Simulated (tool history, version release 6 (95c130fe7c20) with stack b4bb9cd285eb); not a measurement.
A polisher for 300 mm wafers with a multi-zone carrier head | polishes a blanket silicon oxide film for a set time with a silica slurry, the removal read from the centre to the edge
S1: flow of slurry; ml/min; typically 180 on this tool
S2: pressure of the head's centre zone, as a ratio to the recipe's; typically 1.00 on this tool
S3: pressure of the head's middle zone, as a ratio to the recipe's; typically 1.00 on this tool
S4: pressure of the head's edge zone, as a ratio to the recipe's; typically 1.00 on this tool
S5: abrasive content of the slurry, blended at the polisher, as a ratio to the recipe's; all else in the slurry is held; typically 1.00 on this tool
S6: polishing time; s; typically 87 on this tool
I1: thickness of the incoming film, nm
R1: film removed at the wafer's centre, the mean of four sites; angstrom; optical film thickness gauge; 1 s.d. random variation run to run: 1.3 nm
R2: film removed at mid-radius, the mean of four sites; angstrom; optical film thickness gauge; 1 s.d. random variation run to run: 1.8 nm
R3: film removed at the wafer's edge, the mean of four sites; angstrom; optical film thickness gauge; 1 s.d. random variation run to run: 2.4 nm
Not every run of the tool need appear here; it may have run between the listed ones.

Run 1, hour 0.0: usual settings but S3 0.91; I1 1663.1. Result: R1 1614 angstrom, R2 1613 angstrom, R3 1777 angstrom.
Run 2, hour 199.7: usual settings but S3 0.91; I1 1639.1. Result: R1 1592 angstrom, R2 1591 angstrom, R3 1716 angstrom.
Run 3, hour 240.5: usual settings but S1 135 ml/min; I1 1648.2. Result: R1 1495 angstrom, R2 1652 angstrom, R3 1636 angstrom.
At hour 298.4: worn pad replaced by a new one.
Run 4, hour 301.4: usual settings but S2 0.91, S4 0.95, S5 0.75; I1 1613.3. Result: R1 1273 angstrom, R2 1514 angstrom, R3 1488 angstrom.
At hour 344.1: carrier head's membrane replaced by a new one.
Run 5, hour 352.7: usual settings; I1 1634.1. Result: R1 1590 angstrom, R2 1724 angstrom, R3 1738 angstrom.
Run 6, hour 407.4: usual settings but S6 116 s; I1 1631.4. Result: R1 2105 angstrom, R2 2277 angstrom, R3 2302 angstrom.
Run 7, hour 450.3: usual settings; I1 1659.6. Result: R1 1600 angstrom, R2 1693 angstrom, R3 1708 angstrom.
At hour 588.0: slurry nozzle cleaned.
Run 8, hour 623.8: usual settings but S3 1.04; I1 1622.6. Result: R1 1574 angstrom, R2 1808 angstrom, R3 1734 angstrom.
Run 9, hour 648.6: usual settings; I1 1616.8. Result: R1 1575 angstrom, R2 1738 angstrom, R3 1731 angstrom.
Run 10, hour 707.1: usual settings; I1 1645.8. Result: R1 1554 angstrom, R2 1718 angstrom, R3 1733 angstrom.
At hour 717.6: worn pad replaced by a new one.
Run 11, hour 764.2: usual settings but S1 245 ml/min, S6 72 s; I1 1639.8. Result: R1 1369 angstrom, R2 1498 angstrom, R3 1483 angstrom.
Run 12, hour 826.6: usual settings but S4 0.94, S6 101 s; I1 1647.7. Result: R1 1852 angstrom, R2 2044 angstrom, R3 1942 angstrom.
At hour 831.2: centre zone pressure recalibrated.
Run 13, hour 885.5: usual settings but S1 155 ml/min, S2 0.91, S3 1.06, S4 0.89; I1 1673.1. Result: R1 1536 angstrom, R2 1759 angstrom, R3 1619 angstrom.
Run 14, hour 932.0: usual settings but S1 230 ml/min, S6 64 s; I1 1663.4. Result: R1 1321 angstrom, R2 1356 angstrom, R3 1347 angstrom.
Run 15, hour 957.7: usual settings but S2 1.10, S3 0.91, S4 1.08, S6 61 s; I1 1660.3. Result: R1 1308 angstrom, R2 1133 angstrom, R3 1283 angstrom.

Predict the results of run 16:
Run 16, hour 1023.8: usual settings but S1 205 ml/min; I1 1658.6. Result: R1 ?, R2 ?, R3 ?.

Logged for run 16: R1 1726 angstrom, R2 1758 angstrom, R3 1767 angstrom.
With the hidden condition absent and the run-to-run variation left alone, this run would have shown R1 1784 angstrom, R2 1758 angstrom, R3 1767 angstrom.
